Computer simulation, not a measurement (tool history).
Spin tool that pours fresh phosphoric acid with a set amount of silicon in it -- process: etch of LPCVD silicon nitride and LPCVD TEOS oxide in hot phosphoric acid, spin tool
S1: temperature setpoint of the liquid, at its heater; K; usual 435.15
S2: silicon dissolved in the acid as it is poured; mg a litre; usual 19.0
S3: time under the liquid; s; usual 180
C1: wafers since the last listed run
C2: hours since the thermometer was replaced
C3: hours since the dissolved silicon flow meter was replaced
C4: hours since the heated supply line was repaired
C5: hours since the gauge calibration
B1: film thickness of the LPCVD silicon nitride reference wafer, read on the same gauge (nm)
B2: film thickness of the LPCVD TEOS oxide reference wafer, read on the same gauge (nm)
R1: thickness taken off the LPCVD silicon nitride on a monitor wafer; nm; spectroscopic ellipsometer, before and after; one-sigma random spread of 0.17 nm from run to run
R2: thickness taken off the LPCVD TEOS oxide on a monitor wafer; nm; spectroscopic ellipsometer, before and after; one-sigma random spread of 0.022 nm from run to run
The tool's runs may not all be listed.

run   hour      S1    S2   S3    C1      C2      C3      C4     C5      B1      B2     R1     R2
  1    0.0  433.15  19.0  180     0  1647.2  1075.2   769.7  773.3  144.53  82.594  16.73  0.302
  2   65.9  433.65  28.5  180   394  1713.1  1141.1   835.6  839.2  144.91  82.797  17.12  0.249
  3   90.1  435.15  19.0  225   144  1737.3  1165.3   859.8  863.4  145.05  82.885  22.41  0.420
      90.1  -- gauge calibrated
  4  126.5  435.15  19.0  180   217  1773.7  1201.7   896.2   36.4  139.83  79.944  17.34  0.353
  5  181.9  435.15  19.0  180   331  1829.1  1257.1   951.6   91.8  140.15  80.064  17.04  0.315
  6  225.0  435.15  19.0  180   258  1872.2  1300.2   994.7  134.9  140.40  80.237  17.40  0.381
     274.6  -- dissolved silicon flow meter replaced
  7  294.9  435.15  19.0  180   412  1942.1    20.3  1064.6  204.8  140.77  80.466  17.36  0.277
  8  341.9  436.65   6.0   85   281  1989.1    67.3  1111.6  251.8  141.02  80.600   8.63  0.228
  9  406.5  435.15  19.0  180   386  2053.7   131.9  1176.2  316.4  141.38  80.797  17.56  0.337
 10  443.5  435.15  11.5  180   221  2090.7   168.9  1213.2  353.4  141.61  80.896  17.48  0.403
 11  482.8  433.65  31.5  245   235  2130.0   208.2  1252.5  392.7  141.85  81.039  22.44  0.273
 12  535.8  432.65  11.5  235   317  2183.0   261.2  1305.5  445.7  142.10  81.221  20.91  0.438
     580.4  -- thermometer replaced
 13  735.7  435.15  19.0  210  1191   155.3   461.1  1505.4  645.6  143.23  81.811  20.66  0.404
 14  777.9  435.15  19.0  260   252   197.5   503.3  1547.6  687.8  143.50  81.981  25.81  0.456
 15  821.2  434.15  19.0  180   259   240.8   546.6  1590.9  731.1  143.72  82.101  17.31  0.290
     825.5  -- heated supply line repaired
 16  858.6  432.15  25.5  180   217   278.2   584.0    33.1  768.5  143.92  82.239  16.00  0.220

Run 17 has not been measured yet. What should we expect?
 17  893.1  435.15  19.0  180  206  312.7  618.5  67.6  803.0   ?   ?   ?   ?

{"run 17": {"B1": 144.11, "B2": 82.344, "R1": 17.72, "R2": 0.375}}
If the tool had no hidden condition, the same run with the same run-to-run variation would have returned R1 17.21 nm, R2 0.364 nm.
